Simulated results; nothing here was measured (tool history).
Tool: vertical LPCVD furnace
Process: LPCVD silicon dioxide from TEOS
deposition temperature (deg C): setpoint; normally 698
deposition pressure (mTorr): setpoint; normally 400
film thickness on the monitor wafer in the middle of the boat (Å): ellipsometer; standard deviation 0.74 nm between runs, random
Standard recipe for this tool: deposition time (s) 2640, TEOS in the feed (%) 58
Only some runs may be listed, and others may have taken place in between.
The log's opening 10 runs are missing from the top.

| run | hour | deposition temperature (deg C) | deposition pressure (mTorr) | deposition time (s) | TEOS in the feed (%) | read-back reference wafer on the same gauge, thickness | film thickness on the monitor wafer in the middle of the boat (Å) |
|---|---|---|---|---|---|---|---|
| 11 | 117.6 | 694 | 400 | 2640 | 58 | 375.15 | 3070.0 |
| 12 | 126.3 | 694 | 400 | 2640 | 58 | 375.32 | 3080.8 |
| 13 | 143.9 | 698 | 400 | 2640 | 58 | 374.97 | 3372.8 |
| 14 | 162.7 | 698 | 400 | 2640 | 58 | 374.95 | 3397.0 |
| 15 | 173.0 | 703 | 400 | 2640 | 47 | 374.94 | 3436.2 |
| 16 | 186.0 | 691 | 400 | 3000 | 58 | 375.06 | 3285.9 |
| 17 | 194.9 | 698 | 500 | 2640 | 58 | 375.05 | 3810.4 |
|  | 221.7 | pressure gauge zeroed |
|  | 221.7 | gauge calibrated |
| 18 | 222.2 | 698 | 325 | 3030 | 62 | 374.66 | 3655.3 |
| 19 | 227.2 | 698 | 400 | 2640 | 58 | 374.45 | 3406.4 |
| 20 | 232.3 | 688 | 475 | 2190 | 50 | 374.73 | 2259.3 |
| 21 | 244.8 | 694 | 370 | 2640 | 58 | 374.85 | 3001.4 |
| 22 | 252.2 | 689 | 430 | 1800 | 49 | 375.09 | 1803.8 |
| 23 | 267.9 | 698 | 360 | 2010 | 58 | 375.20 | 2464.7 |
| 24 | 288.0 | 692 | 400 | 3180 | 58 | 375.10 | 3587.5 |
| 25 | 305.1 | 698 | 400 | 2640 | 58 | 375.15 | 3436.7 |
| 26 | 322.5 | 698 | 400 | 2640 | 58 | 375.15 | 3429.9 |
| 27 | 332.4 | 703 | 360 | 2640 | 58 | 375.19 | 3648.6 |
| 28 | 340.0 | 694 | 400 | 2640 | 58 | 375.50 | 3144.6 |
| 29 | 360.1 | 689 | 400 | 2010 | 58 | 375.09 | 2115.9 |
| 30 | 376.9 | 702 | 500 | 3060 | 52 | 375.03 | 4616.7 |

Consider 5 possible next runs. They are alternatives, not a sequence: every one starts from the tool as it was left by run 30. What does each give?
| A | 382.0 | 698 | 400 | 2640 | 65 | ? | ? |
| B | 382.0 | 698 | 315 | 2640 | 58 | ? | ? |
| C | 382.0 | 709 | 350 | 2370 | 51 | ? | ? |
| D | 382.0 | 686 | 320 | 1650 | 64 | ? | ? |
| E | 382.0 | 698 | 305 | 2640 | 58 | ? | ? |

| run | read-back reference wafer on the same gauge, thickness | film thickness on the monitor wafer in the middle of the boat (Å) |
|---|---|---|
| A | 374.80 | 3653.7 |
| B | 374.80 | 3062.7 |
| C | 374.80 | 3501.1 |
| D | 374.80 | 1527.2 |
| E | 374.80 | 3013.7 |
Without the tool's hidden state the same runs would have given:
| run | film thickness on the monitor wafer in the middle of the boat (Å) |
|---|---|
| A | 3538.2 |
| B | 2966.0 |
| C | 3392.9 |
| D | 1477.7 |
| E | 2918.5 |

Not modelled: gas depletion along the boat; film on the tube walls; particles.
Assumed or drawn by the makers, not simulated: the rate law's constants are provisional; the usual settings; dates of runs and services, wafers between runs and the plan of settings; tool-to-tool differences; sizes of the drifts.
